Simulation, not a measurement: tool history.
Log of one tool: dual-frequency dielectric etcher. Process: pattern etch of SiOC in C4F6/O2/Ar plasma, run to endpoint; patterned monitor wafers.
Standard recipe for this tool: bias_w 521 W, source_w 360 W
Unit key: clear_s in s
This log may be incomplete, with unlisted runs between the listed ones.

run	hour	bias_w	source_w	wafers since the last listed run	hours since the last wet clean	hours since the last bias power generator calibration	hours since the last source power generator calibration	hours since the last upper electrode change	incoming incoming film thickness, nm	clear_s
1	0	521	360	0	400.7	1950.2	3778.8	3061.8	42.79	14.8
2	8.2	619	390	114	408.9	1958.4	3787	3070	43.01	13.7
3	20	619	390	164	420.7	1970.2	3798.8	3081.8	42.7	13.6
4	31.1	619	390	155	431.8	1981.3	3809.9	3092.9	42.83	13.6
# hour 65.7: wet clean of the chamber
5	66.2	577	360	155	0.5	2016.4	3845	3128	42.94	15
6	66.6	577	360	5	0.9	2016.8	3845.4	3128.4	43.1	15.1
7	72	521	360	75	6.3	2022.2	3850.8	3133.8	43.05	15.6
# hour 86.8: source power generator calibrated
8	87.3	438	450	157	21.6	2037.5	0.5	3149.1	43.32	15.7
9	97.4	521	360	141	31.7	2047.6	10.6	3159.2	42.64	15.4
# hour 107.5: bias power generator calibrated
10	107.8	472	300	89	42.1	0.3	21	3169.6	43.11	16.9
# hour 157: upper electrode replaced
11	159.6	521	360	388	93.9	52.1	72.8	2.6	43.4	15.6
12	172.6	397	360	181	106.9	65.1	85.8	15.6	43.32	17
13	179	521	360	89	113.3	71.5	92.2	22	43.01	15.5
14	188.3	475	420	129	122.6	80.8	101.5	31.3	42.94	15.3
15	201.5	646	300	184	135.8	94	114.7	44.5	43.24	15

Forecast each of these 3 alternatives for the next run:
A	201.9	521	360	5	136.2	94.4	115.1	44.9	43.35	?
B	201.9	406	360	5	136.2	94.4	115.1	44.9	43.35	?
C	201.9	577	300	5	136.2	94.4	115.1	44.9	43.35	?

run	clear_s
A	15.6
B	16.9
C	15.7
With no hidden state in the tool, these same runs would have given:
run	clear_s
A	15.8
B	17.1
C	15.9
